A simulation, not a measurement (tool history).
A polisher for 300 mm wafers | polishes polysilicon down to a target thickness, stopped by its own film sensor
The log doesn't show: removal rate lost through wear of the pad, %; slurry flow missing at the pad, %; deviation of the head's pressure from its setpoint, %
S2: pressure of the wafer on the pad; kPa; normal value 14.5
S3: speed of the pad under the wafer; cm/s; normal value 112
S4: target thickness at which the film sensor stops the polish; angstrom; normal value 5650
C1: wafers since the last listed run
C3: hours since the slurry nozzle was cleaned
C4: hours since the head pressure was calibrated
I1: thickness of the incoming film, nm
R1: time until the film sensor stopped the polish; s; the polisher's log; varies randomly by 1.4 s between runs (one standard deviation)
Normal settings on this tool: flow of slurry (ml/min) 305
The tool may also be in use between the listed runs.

{"run": 1, "hour": 0.0, "flow of slurry (ml/min)": 305, "S2": 14.5, "S3": 112, "S4": 5650, "C1": 0, "wafers polished on this pad": 254, "C3": 460.2, "C4": 490.0, "I1": 1250.5, "R1": 80.6}
{"hour": 14.5, "done": "slurry nozzle cleaned"}
{"run": 2, "hour": 37.1, "flow of slurry (ml/min)": 305, "S2": 14.5, "S3": 112, "S4": 5650, "C1": 408, "wafers polished on this pad": 662, "C3": 22.6, "C4": 527.1, "I1": 1256.6, "R1": 72.7}
{"hour": 96.3, "done": "worn pad replaced by a new one"}
{"run": 3, "hour": 96.8, "flow of slurry (ml/min)": 305, "S2": 14.5, "S3": 142, "S4": 5650, "C1": 630, "wafers polished on this pad": 5, "C3": 82.3, "C4": 586.8, "I1": 1251.2, "R1": 67.5}
{"run": 4, "hour": 132.0, "flow of slurry (ml/min)": 305, "S2": 14.5, "S3": 142, "S4": 5650, "C1": 398, "wafers polished on this pad": 403, "C3": 117.5, "C4": 622.0, "I1": 1236.2, "R1": 64.5}
{"run": 5, "hour": 170.6, "flow of slurry (ml/min)": 305, "S2": 14.5, "S3": 142, "S4": 3870, "C1": 436, "wafers polished on this pad": 840, "C3": 156.1, "C4": 660.6, "I1": 1250.2, "R1": 81.4}
{"run": 6, "hour": 206.7, "flow of slurry (ml/min)": 305, "S2": 14.5, "S3": 142, "S4": 3870, "C1": 408, "wafers polished on this pad": 1249, "C3": 192.2, "C4": 696.7, "I1": 1258.6, "R1": 88.1}
{"hour": 230.0, "done": "worn pad replaced by a new one"}
{"hour": 244.9, "done": "head pressure recalibrated"}
{"run": 7, "hour": 245.4, "flow of slurry (ml/min)": 305, "S2": 14.5, "S3": 112, "S4": 5650, "C1": 370, "wafers polished on this pad": 151, "C3": 230.9, "C4": 0.5, "I1": 1227.4, "R1": 73.4}
{"run": 8, "hour": 276.5, "flow of slurry (ml/min)": 410, "S2": 18.6, "S3": 112, "S4": 3450, "C1": 352, "wafers polished on this pad": 503, "C3": 262.0, "C4": 31.6, "I1": 1245.1, "R1": 75.5}
{"run": 9, "hour": 304.6, "flow of slurry (ml/min)": 210, "S2": 13.1, "S3": 76, "S4": 7890, "C1": 318, "wafers polished on this pad": 821, "C3": 290.1, "C4": 59.7, "I1": 1237.7, "R1": 77.4}
{"hour": 367.9, "done": "worn pad replaced by a new one"}
{"run": 10, "hour": 451.7, "flow of slurry (ml/min)": 305, "S2": 9.7, "S3": 112, "S4": 5650, "C1": 1619, "wafers polished on this pad": 948, "C3": 437.2, "C4": 206.8, "I1": 1233.3, "R1": 115.2}
{"hour": 458.4, "done": "slurry nozzle cleaned"}
{"hour": 495.1, "done": "worn pad replaced by a new one"}
{"run": 11, "hour": 495.6, "flow of slurry (ml/min)": 225, "S2": 14.5, "S3": 112, "S4": 4140, "C1": 440, "wafers polished on this pad": 5, "C3": 37.2, "C4": 250.7, "I1": 1255.5, "R1": 95.2}
{"run": 12, "hour": 533.6, "flow of slurry (ml/min)": 405, "S2": 14.5, "S3": 112, "S4": 3690, "C1": 430, "wafers polished on this pad": 436, "C3": 75.2, "C4": 288.7, "I1": 1265.9, "R1": 92.7}
{"run": 13, "hour": 580.0, "flow of slurry (ml/min)": 305, "S2": 14.5, "S3": 112, "S4": 5650, "C1": 525, "wafers polished on this pad": 961, "C3": 121.6, "C4": 335.1, "I1": 1226.0, "R1": 74.3}
{"run": 14, "hour": 613.3, "flow of slurry (ml/min)": 270, "S2": 14.5, "S3": 80, "S4": 4850, "C1": 376, "wafers polished on this pad": 1338, "C3": 154.9, "C4": 368.4, "I1": 1237.5, "R1": 103.5}
{"hour": 631.3, "done": "worn pad replaced by a new one"}
{"run": 15, "hour": 638.2, "flow of slurry (ml/min)": 305, "S2": 14.5, "S3": 112, "S4": 5650, "C1": 236, "wafers polished on this pad": 78, "C3": 179.8, "C4": 393.3, "I1": 1247.7, "R1": 79.2}

List, for all runs, the conditions of the tool that the log does not record:
removal rate lost through wear of the pad, %: 0 across all the runs
deviation of the head's pressure from its setpoint, %: 0 across all the runs
H1: slurry flow missing at the pad, %
run=1 H1=41.8
run=2 H1=9.14
run=3 H1=21.6
run=4 H1=26.8
run=5 H1=31.2
run=6 H1=34.3
run=7 H1=36.9
run=8 H1=38.5
run=9 H1=39.7
run=10 H1=43.1
run=11 H1=14.4
run=12 H1=22
run=13 H1=29
run=14 H1=32.7
run=15 H1=35
